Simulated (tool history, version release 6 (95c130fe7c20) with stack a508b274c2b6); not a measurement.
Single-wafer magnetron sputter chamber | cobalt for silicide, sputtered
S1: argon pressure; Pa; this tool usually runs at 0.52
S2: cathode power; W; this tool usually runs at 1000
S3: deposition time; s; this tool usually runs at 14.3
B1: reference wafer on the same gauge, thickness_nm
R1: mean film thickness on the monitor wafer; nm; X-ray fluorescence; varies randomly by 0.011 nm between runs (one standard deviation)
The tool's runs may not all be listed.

| run | hour | S1 | S2 | S3 | B1 | R1 |
|---|---|---|---|---|---|---|
| 1 | 0 | 0.52 | 1000 | 14.3 | 7.162 | 6.358 |
| 2 | 27.9 | 0.52 | 1000 | 14.3 | 7.159 | 6.349 |
| 3 | 53 | 0.52 | 1000 | 14.3 | 7.16 | 6.347 |
| 4 | 65.8 | 0.584 | 1000 | 14.3 | 7.163 | 6.186 |
| 5 | 89.8 | 0.584 | 1000 | 14.3 | 7.161 | 6.185 |
| 6 | 112.3 | 0.584 | 1000 | 14.3 | 7.161 | 6.163 |
| 7 | 125 | 0.354 | 1000 | 14.3 | 7.159 | 6.778 |
| 8 | 158.5 | 0.52 | 1000 | 14.3 | 7.154 | 6.346 |
| 9 | 180.2 | 0.52 | 1000 | 14.3 | 7.166 | 6.334 |
| 10 | 213.1 | 0.663 | 1000 | 14.3 | 7.162 | 5.952 |
| 11 | 228.3 | 0.663 | 1000 | 14.3 | 7.161 | 5.971 |
| 12 | 247.4 | 0.52 | 1000 | 14.3 | 7.162 | 6.315 |
| 13 | 282.4 | 0.38 | 1000 | 14.3 | 7.157 | 6.668 |
| 14 | 302.3 | 0.38 | 1000 | 14.3 | 7.158 | 6.654 |
|  | 354.4 | magnet pack replaced |
|  | 379.2 | sputter target and shields replaced |
| 15 | 386 | 0.38 | 1000 | 14.3 | 7.159 | 6.745 |
| 16 | 406.9 | 0.52 | 1000 | 14.3 | 7.156 | 6.359 |
| 17 | 431.7 | 0.52 | 1000 | 16.8 | 7.163 | 7.455 |
| 18 | 451.1 | 0.52 | 1000 | 14.3 | 7.16 | 6.364 |
| 19 | 486.7 | 0.584 | 1000 | 14.3 | 7.16 | 6.206 |
| 20 | 517.1 | 0.582 | 1000 | 17.1 | 7.16 | 7.395 |
| 21 | 547.8 | 0.52 | 950 | 12.9 | 7.158 | 5.437 |
|  | 578.3 | capacitance manometer re-zeroed and calibrated |
| 22 | 581.2 | 0.52 | 1000 | 14.3 | 7.16 | 6.543 |
|  | 586.6 | gauge calibrated |
| 23 | 608.4 | 0.52 | 950 | 16.1 | 7.163 | 6.996 |
| 24 | 625.5 | 0.597 | 900 | 12.2 | 7.16 | 4.882 |
| 25 | 642.7 | 0.52 | 1000 | 14.3 | 7.163 | 6.522 |
| 26 | 657.1 | 0.606 | 800 | 11.5 | 7.16 | 4.07 |
| 27 | 682 | 0.58 | 1000 | 14.3 | 7.164 | 6.395 |
| 28 | 708.3 | 0.52 | 1150 | 14.3 | 7.16 | 7.457 |
| 29 | 727.8 | 0.52 | 1000 | 14.3 | 7.165 | 6.48 |
| 30 | 751.3 | 0.318 | 1000 | 14.3 | 7.157 | 6.953 |
| 31 | 781.1 | 0.52 | 1150 | 17 | 7.162 | 8.83 |
| 32 | 798.6 | 0.726 | 1050 | 12.4 | 7.159 | 5.469 |
|  | 808.2 | sputter target and shields replaced |
| 33 | 833.5 | 0.52 | 1000 | 11.5 | 7.16 | 5.255 |
| 34 | 850.8 | 0.376 | 850 | 12.1 | 7.161 | 4.935 |

Here are 5 independent what-if runs from the current tool condition. What would each one return?
| A | 851.2 | 0.716 | 1000 | 14.3 | ? | ? |
| B | 851.2 | 0.667 | 900 | 14.3 | ? | ? |
| C | 851.2 | 0.454 | 1150 | 12.3 | ? | ? |
| D | 851.2 | 0.52 | 800 | 15.6 | ? | ? |
| E | 851.2 | 0.391 | 1000 | 13.4 | ? | ? |

| run | B1 | R1 |
|---|---|---|
| A | 7.154 | 6.085 |
| B | 7.154 | 5.57 |
| C | 7.154 | 6.597 |
| D | 7.154 | 5.686 |
| E | 7.154 | 6.392 |
Take away the tool's hidden state, keep each run's random variation, and the runs would have read:
| run | R1 |
|---|---|
| A | 6.108 |
| B | 5.59 |
| C | 6.613 |
| D | 5.702 |
| E | 6.405 |
